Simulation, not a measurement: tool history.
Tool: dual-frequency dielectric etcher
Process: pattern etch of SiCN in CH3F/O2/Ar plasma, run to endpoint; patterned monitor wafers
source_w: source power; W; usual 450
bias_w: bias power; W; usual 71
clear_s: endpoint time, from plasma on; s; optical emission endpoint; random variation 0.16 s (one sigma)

run	hour	source_w	bias_w	wafers since the last listed run	hours since the last wet clean	hours since the last source power generator calibration	hours since the last bias power generator calibration	hours since the last upper electrode change	incoming incoming film thickness, nm	clear_s
1	0	450	71	0	158.1	1438.9	1698.6	2418.8	10.06	23.7
2	18.6	450	71	259	176.7	1457.5	1717.2	2437.4	10.12	23.9
3	51.2	450	71	454	209.3	1490.1	1749.8	2470	10.14	24
4	85.5	450	71	478	243.6	1524.4	1784.1	2504.3	10.11	24
5	103.1	450	71	245	261.2	1542	1801.7	2521.9	10.09	24.1
6	134	420	71	431	292.1	1572.9	1832.6	2552.8	10.11	25.2
7	160.1	450	80	364	318.2	1599	1858.7	2578.9	10.22	23.5
8	195.9	450	80	499	354	1634.8	1894.5	2614.7	10.06	23
# hour 201: bias power generator calibrated
9	219.9	450	71	279	378	1658.8	18.9	2638.7	10.22	24.6
# hour 249.5: wet clean of the chamber
10	309.9	450	71	921	60.4	1748.8	108.9	2728.7	10.13	23.9
# hour 350: upper electrode replaced
11	350.5	370	62	231	101	1789.4	149.5	0.5	10.13	28.5
12	369.6	450	80	266	120.1	1808.5	168.6	19.6	10.12	22.9
13	388.3	450	71	260	138.8	1827.2	187.3	38.3	10.13	23.7
# hour 408.9: source power generator calibrated
14	409.4	370	78	238	159.9	0.5	208.4	59.4	10.08	26.3
15	431	450	66	301	181.5	22.1	230	81	10.17	24.8
16	444.8	450	71	192	195.3	35.9	243.8	94.8	10.06	23.4
17	465.5	450	87	288	216	56.6	264.5	115.5	10.07	22.1
18	500.3	450	54	485	250.8	91.4	299.3	150.3	10.25	26.7
19	603.5	400	71	1440	354	194.6	402.5	253.5	10.05	26
# hour 652.7: wet clean of the chamber
20	653.2	450	71	358	0.5	244.3	452.2	303.2	10.04	23.4

4 ways to go on from here, each from the tool as it stands after run 20. What would each give?
A	653.6	450	71	5	0.9	244.7	452.6	303.6	10.12	?
B	653.6	350	81	5	0.9	244.7	452.6	303.6	10.12	?
C	653.6	400	88	5	0.9	244.7	452.6	303.6	10.12	?
D	653.6	540	64	5	0.9	244.7	452.6	303.6	10.12	?

run	clear_s
A	23.7
B	26.6
C	23.6
D	22
Without the tool's hidden state the same runs would have given:
run	clear_s
A	23.7
B	26.6
C	23.6
D	22

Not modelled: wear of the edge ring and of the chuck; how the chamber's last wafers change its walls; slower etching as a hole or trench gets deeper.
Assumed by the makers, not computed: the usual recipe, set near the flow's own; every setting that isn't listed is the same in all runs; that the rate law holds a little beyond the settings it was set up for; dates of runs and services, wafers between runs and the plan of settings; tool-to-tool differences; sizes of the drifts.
